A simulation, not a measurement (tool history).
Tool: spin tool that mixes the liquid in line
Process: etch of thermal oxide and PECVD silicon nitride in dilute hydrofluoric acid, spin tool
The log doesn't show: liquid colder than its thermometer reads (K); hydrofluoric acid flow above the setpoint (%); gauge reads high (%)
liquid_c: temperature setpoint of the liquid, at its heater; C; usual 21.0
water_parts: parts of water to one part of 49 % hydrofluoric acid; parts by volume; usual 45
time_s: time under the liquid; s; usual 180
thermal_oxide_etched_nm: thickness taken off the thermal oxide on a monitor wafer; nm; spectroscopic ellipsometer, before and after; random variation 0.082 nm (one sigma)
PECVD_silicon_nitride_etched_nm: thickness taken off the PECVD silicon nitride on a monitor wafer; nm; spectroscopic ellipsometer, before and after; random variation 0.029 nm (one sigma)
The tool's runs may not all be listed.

| run | hour | liquid_c | water_parts | time_s | wafers since the last listed run | hours since the thermometer was replaced | hours since the hydrofluoric acid flow meter was replaced | hours since the gauge calibration | read-back film thickness of the thermal oxide reference wafer, read on the same gauge (nm) | read-back film thickness of the PECVD silicon nitride reference wafer, read on the same gauge (nm) | thermal_oxide_etched_nm | PECVD_silicon_nitride_etched_nm |
|---|---|---|---|---|---|---|---|---|---|---|---|---|
| 1 | 0.0 | 21.0 | 45 | 180 | 0 | 135.8 | 611.2 | 1194.0 | 119.99 | 119.98 | 17.16 | 5.42 |
|  | 32.0 | gauge calibrated |
|  | 68.7 | hydrofluoric acid flow meter replaced |
| 2 | 89.4 | 21.0 | 45 | 180 | 783 | 225.2 | 20.7 | 57.4 | 120.01 | 119.98 | 17.00 | 5.40 |
| 3 | 127.6 | 21.0 | 45 | 180 | 338 | 263.4 | 58.9 | 95.6 | 119.98 | 120.02 | 17.11 | 5.35 |
| 4 | 227.3 | 21.0 | 45 | 180 | 883 | 363.1 | 158.6 | 195.3 | 119.99 | 120.01 | 17.02 | 5.33 |
| 5 | 295.8 | 21.0 | 45 | 180 | 607 | 431.6 | 227.1 | 263.8 | 119.97 | 120.00 | 16.99 | 5.34 |
| 6 | 354.9 | 21.0 | 45 | 180 | 523 | 490.7 | 286.2 | 322.9 | 120.00 | 120.02 | 16.82 | 5.24 |
| 7 | 439.8 | 21.0 | 45 | 180 | 752 | 575.6 | 371.1 | 407.8 | 120.02 | 120.00 | 16.89 | 5.28 |
| 8 | 511.0 | 21.0 | 45 | 205 | 631 | 646.8 | 442.3 | 479.0 | 120.02 | 119.98 | 19.21 | 5.99 |
| 9 | 568.8 | 21.0 | 45 | 205 | 512 | 704.6 | 500.1 | 536.8 | 120.05 | 119.98 | 19.22 | 5.96 |
| 10 | 621.9 | 21.0 | 45 | 180 | 470 | 757.7 | 553.2 | 589.9 | 120.02 | 119.99 | 16.72 | 5.25 |
| 11 | 672.3 | 22.5 | 60 | 255 | 446 | 808.1 | 603.6 | 640.3 | 120.02 | 120.01 | 18.67 | 6.21 |
| 12 | 779.7 | 17.0 | 45 | 220 | 952 | 915.5 | 711.0 | 747.7 | 120.00 | 120.00 | 17.34 | 4.80 |
|  | 809.9 | hydrofluoric acid flow meter replaced |
| 13 | 885.4 | 24.0 | 35 | 145 | 928 | 1021.2 | 75.5 | 853.4 | 119.97 | 119.99 | 19.87 | 6.50 |
| 14 | 1166.9 | 21.0 | 45 | 180 | 2495 | 1302.7 | 357.0 | 1134.9 | 120.03 | 120.03 | 16.52 | 5.11 |
| 15 | 1215.0 | 21.0 | 45 | 180 | 426 | 1350.8 | 405.1 | 1183.0 | 119.99 | 120.02 | 16.49 | 5.10 |
|  | 1278.1 | thermometer replaced |
| 16 | 1300.0 | 21.0 | 60 | 115 | 744 | 21.9 | 490.1 | 1268.0 | 120.00 | 119.98 | 8.07 | 2.61 |
| 17 | 1336.4 | 21.0 | 45 | 180 | 322 | 58.3 | 526.5 | 1304.4 | 119.96 | 120.01 | 17.23 | 5.45 |
|  | 1350.1 | gauge calibrated |
| 18 | 1411.8 | 21.0 | 55 | 180 | 668 | 133.7 | 601.9 | 61.7 | 120.02 | 120.03 | 13.89 | 4.44 |
| 19 | 1478.4 | 25.0 | 60 | 80 | 590 | 200.3 | 668.5 | 128.3 | 119.97 | 120.03 | 6.52 | 2.37 |
|  | 1571.1 | hydrofluoric acid flow meter replaced |
| 20 | 1579.3 | 21.0 | 45 | 180 | 885 | 301.2 | 8.2 | 229.2 | 120.02 | 120.03 | 16.92 | 5.35 |
| 21 | 1639.5 | 19.5 | 40 | 275 | 533 | 361.4 | 68.4 | 289.4 | 120.01 | 120.00 | 27.45 | 8.27 |
| 22 | 1742.2 | 21.0 | 60 | 115 | 910 | 464.1 | 171.1 | 392.1 | 120.00 | 120.00 | 7.95 | 2.58 |
| 23 | 1826.0 | 19.5 | 45 | 90 | 742 | 547.9 | 254.9 | 475.9 | 120.00 | 119.99 | 7.94 | 2.39 |
| 24 | 1903.7 | 21.0 | 60 | 180 | 688 | 625.6 | 332.6 | 553.6 | 120.01 | 120.01 | 12.38 | 4.00 |
| 25 | 1982.1 | 18.5 | 35 | 230 | 695 | 704.0 | 411.0 | 632.0 | 120.00 | 120.00 | 25.20 | 7.16 |

Forecast each of these 4 alternatives for the next run:
| A | 1982.6 | 21.0 | 45 | 80 | 4 | 704.5 | 411.5 | 632.5 | ? | ? | ? | ? |
| B | 1982.6 | 19.5 | 60 | 210 | 4 | 704.5 | 411.5 | 632.5 | ? | ? | ? | ? |
| C | 1982.6 | 21.0 | 35 | 280 | 4 | 704.5 | 411.5 | 632.5 | ? | ? | ? | ? |
| D | 1982.6 | 18.0 | 65 | 260 | 4 | 704.5 | 411.5 | 632.5 | ? | ? | ? | ? |

| run | read-back film thickness of the thermal oxide reference wafer, read on the same gauge (nm) | read-back film thickness of the PECVD silicon nitride reference wafer, read on the same gauge (nm) | thermal_oxide_etched_nm | PECVD_silicon_nitride_etched_nm |
|---|---|---|---|---|
| A | 120.00 | 120.04 | 7.47 | 2.35 |
| B | 120.00 | 120.04 | 13.56 | 4.20 |
| C | 120.00 | 120.04 | 34.03 | 10.48 |
| D | 120.00 | 120.04 | 14.45 | 4.33 |
Without the tool's hidden state the same runs would have given:
| run | thermal_oxide_etched_nm | PECVD_silicon_nitride_etched_nm |
|---|---|---|
| A | 7.64 | 2.43 |
| B | 13.86 | 4.35 |
| C | 34.80 | 10.87 |
| D | 14.77 | 4.49 |

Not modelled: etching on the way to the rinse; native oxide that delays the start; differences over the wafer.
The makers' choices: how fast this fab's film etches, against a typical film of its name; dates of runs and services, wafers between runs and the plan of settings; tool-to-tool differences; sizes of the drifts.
